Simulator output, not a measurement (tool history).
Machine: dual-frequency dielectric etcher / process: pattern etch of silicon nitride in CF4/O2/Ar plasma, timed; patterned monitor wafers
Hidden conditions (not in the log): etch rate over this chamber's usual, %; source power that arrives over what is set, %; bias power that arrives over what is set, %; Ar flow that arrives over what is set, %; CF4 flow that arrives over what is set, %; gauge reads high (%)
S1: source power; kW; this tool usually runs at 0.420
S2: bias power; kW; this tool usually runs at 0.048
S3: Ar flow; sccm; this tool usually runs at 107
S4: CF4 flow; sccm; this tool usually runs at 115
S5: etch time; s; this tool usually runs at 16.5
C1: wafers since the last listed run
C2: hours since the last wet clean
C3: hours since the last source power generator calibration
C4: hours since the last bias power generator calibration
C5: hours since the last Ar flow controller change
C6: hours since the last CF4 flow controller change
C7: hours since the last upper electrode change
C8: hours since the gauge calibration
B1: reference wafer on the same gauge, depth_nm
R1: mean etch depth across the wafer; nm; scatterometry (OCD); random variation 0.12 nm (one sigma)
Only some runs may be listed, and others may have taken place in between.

| run | hour | S1 | S2 | S3 | S4 | S5 | C1 | C2 | C3 | C4 | C5 | C6 | C7 | C8 | B1 | R1 |
|---|---|---|---|---|---|---|---|---|---|---|---|---|---|---|---|---|
| 1 | 0.0 | 0.420 | 0.048 | 107 | 115 | 16.5 | 0 | 216.9 | 3062.9 | 4020.4 | 1919.0 | 6311.4 | 2205.5 | 312.7 | 23.83 | 25.55 |
| 2 | 22.3 | 0.420 | 0.048 | 107 | 101 | 16.5 | 279 | 239.2 | 3085.2 | 4042.7 | 1941.3 | 6333.7 | 2227.8 | 335.0 | 23.75 | 25.11 |
| 3 | 52.5 | 0.420 | 0.048 | 107 | 106 | 16.5 | 378 | 269.4 | 3115.4 | 4072.9 | 1971.5 | 6363.9 | 2258.0 | 365.2 | 23.80 | 25.33 |
| 4 | 71.5 | 0.420 | 0.048 | 107 | 106 | 16.5 | 238 | 288.4 | 3134.4 | 4091.9 | 1990.5 | 6382.9 | 2277.0 | 384.2 | 23.79 | 25.16 |
| 5 | 87.9 | 0.420 | 0.048 | 107 | 106 | 16.5 | 205 | 304.8 | 3150.8 | 4108.3 | 2006.9 | 6399.3 | 2293.4 | 400.6 | 23.79 | 25.56 |
| 6 | 105.5 | 0.420 | 0.048 | 107 | 115 | 16.5 | 220 | 322.4 | 3168.4 | 4125.9 | 2024.5 | 6416.9 | 2311.0 | 418.2 | 23.83 | 25.71 |
| 7 | 134.4 | 0.420 | 0.048 | 107 | 115 | 16.5 | 362 | 351.3 | 3197.3 | 4154.8 | 2053.4 | 6445.8 | 2339.9 | 447.1 | 23.82 | 25.89 |
| 8 | 154.8 | 0.420 | 0.048 | 107 | 115 | 16.5 | 255 | 371.7 | 3217.7 | 4175.2 | 2073.8 | 6466.2 | 2360.3 | 467.5 | 23.81 | 26.04 |
|  | 174.0 | source power generator calibrated |
| 9 | 176.0 | 0.370 | 0.042 | 107 | 115 | 16.5 | 215 | 392.9 | 2.0 | 4196.4 | 2095.0 | 6487.4 | 2381.5 | 488.7 | 23.86 | 21.46 |
|  | 181.3 | bias power generator calibrated |
|  | 185.7 | CF4 flow controller replaced |
|  | 196.1 | gauge calibrated |
| 10 | 196.9 | 0.420 | 0.048 | 107 | 115 | 16.5 | 156 | 413.8 | 22.9 | 15.6 | 2115.9 | 11.2 | 2402.4 | 0.8 | 23.81 | 26.07 |
| 11 | 225.0 | 0.420 | 0.048 | 90 | 91 | 16.5 | 352 | 441.9 | 51.0 | 43.7 | 2144.0 | 39.3 | 2430.5 | 28.9 | 23.81 | 25.59 |
| 12 | 248.5 | 0.380 | 0.058 | 107 | 134 | 16.5 | 294 | 465.4 | 74.5 | 67.2 | 2167.5 | 62.8 | 2454.0 | 52.4 | 23.75 | 27.10 |
|  | 279.0 | upper electrode replaced |
| 13 | 279.3 | 0.470 | 0.048 | 88 | 115 | 18.5 | 85 | 496.2 | 105.3 | 98.0 | 2198.3 | 93.6 | 0.3 | 83.2 | 23.78 | 33.03 |

What will run 14 give?
|  | 316.6 | wet clean of the chamber |
| 14 | 317.1 | 0.420 | 0.048 | 90 | 91 | 16.5 | 172 | 0.5 | 143.1 | 135.8 | 2236.1 | 131.4 | 38.1 | 121.0 | ? | ? |

{"run 14": {"B1": 23.79, "R1": 24.31}}
With no hidden state in the tool, this same run would have given R1 25.25 nm.
